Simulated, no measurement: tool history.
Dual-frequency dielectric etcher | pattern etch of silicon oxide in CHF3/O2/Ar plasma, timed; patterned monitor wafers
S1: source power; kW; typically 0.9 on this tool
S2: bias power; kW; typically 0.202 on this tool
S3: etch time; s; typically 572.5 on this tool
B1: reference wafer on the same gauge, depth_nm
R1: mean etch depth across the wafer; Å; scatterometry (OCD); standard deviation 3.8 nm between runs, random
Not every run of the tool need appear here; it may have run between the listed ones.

{"run": 1, "hour": 0.0, "S1": 0.9, "S2": 0.226, "S3": 572.5, "B1": 1389.8, "R1": 13755}
{"run": 2, "hour": 34.3, "S1": 0.77, "S2": 0.202, "S3": 572.5, "B1": 1390.7, "R1": 12219}
{"run": 3, "hour": 61.1, "S1": 0.9, "S2": 0.202, "S3": 665.5, "B1": 1390, "R1": 15460}
{"run": 4, "hour": 77.4, "S1": 0.9, "S2": 0.202, "S3": 665.5, "B1": 1390.5, "R1": 15366}
{"run": 5, "hour": 107.3, "S1": 0.9, "S2": 0.202, "S3": 665.5, "B1": 1389.6, "R1": 15357}
{"hour": 149.1, "done": "wet clean of the chamber"}
{"run": 6, "hour": 149.6, "S1": 0.85, "S2": 0.202, "S3": 618.5, "B1": 1389.7, "R1": 14361}
{"hour": 165.2, "done": "source power generator calibrated"}
{"hour": 172.4, "done": "bias power generator calibrated"}
{"run": 7, "hour": 174.9, "S1": 0.85, "S2": 0.202, "S3": 618.5, "B1": 1391, "R1": 14355}
{"run": 8, "hour": 209.7, "S1": 0.9, "S2": 0.202, "S3": 572.5, "B1": 1390.8, "R1": 13573}
{"hour": 235.6, "done": "upper electrode replaced"}
{"run": 9, "hour": 236.1, "S1": 1.07, "S2": 0.236, "S3": 687.5, "B1": 1390.6, "R1": 18641}
{"run": 10, "hour": 248.6, "S1": 0.83, "S2": 0.239, "S3": 572.5, "B1": 1390, "R1": 13716}
{"run": 11, "hour": 276.1, "S1": 0.8, "S2": 0.183, "S3": 680.5, "B1": 1392.5, "R1": 14741}
{"run": 12, "hour": 293.0, "S1": 0.9, "S2": 0.231, "S3": 572.5, "B1": 1391.7, "R1": 14091}
{"hour": 370.6, "done": "gauge calibrated"}
{"run": 13, "hour": 399.7, "S1": 0.9, "S2": 0.202, "S3": 665.5, "B1": 1391.2, "R1": 15511}
{"run": 14, "hour": 431.5, "S1": 1.05, "S2": 0.202, "S3": 410, "B1": 1392, "R1": 10328}
{"run": 15, "hour": 444.0, "S1": 0.96, "S2": 0.168, "S3": 572.5, "B1": 1389.8, "R1": 13059}
{"run": 16, "hour": 460.9, "S1": 0.75, "S2": 0.202, "S3": 644.5, "B1": 1391.3, "R1": 13566}
{"run": 17, "hour": 473.6, "S1": 0.9, "S2": 0.202, "S3": 633.5, "B1": 1391.1, "R1": 14690}

Some steps in R1, run to run, broken into two amounts with sign: the step expected even without the hidden condition (settings, incoming material, random variation), and the rest, left for the hidden condition together with whatever gauge scatter is not in both the measured and the hidden-condition-free result:
What the log doesn't record here: etch rate over this chamber's usual, %; source power that arrives over what is set, %; bias power that arrives over what is set, %; gauge reads high (%).
Run 5 -> 6: S1 0.9 -> 0.85, S3 665.5 -> 618.5, wet clean of the chamber. R1 -996 Å: hidden state +537, all else -1533.
Run 13 -> 14: S1 0.9 -> 1.05, S3 665.5 -> 410. R1 -5183 Å: hidden state +86, all else -5269.

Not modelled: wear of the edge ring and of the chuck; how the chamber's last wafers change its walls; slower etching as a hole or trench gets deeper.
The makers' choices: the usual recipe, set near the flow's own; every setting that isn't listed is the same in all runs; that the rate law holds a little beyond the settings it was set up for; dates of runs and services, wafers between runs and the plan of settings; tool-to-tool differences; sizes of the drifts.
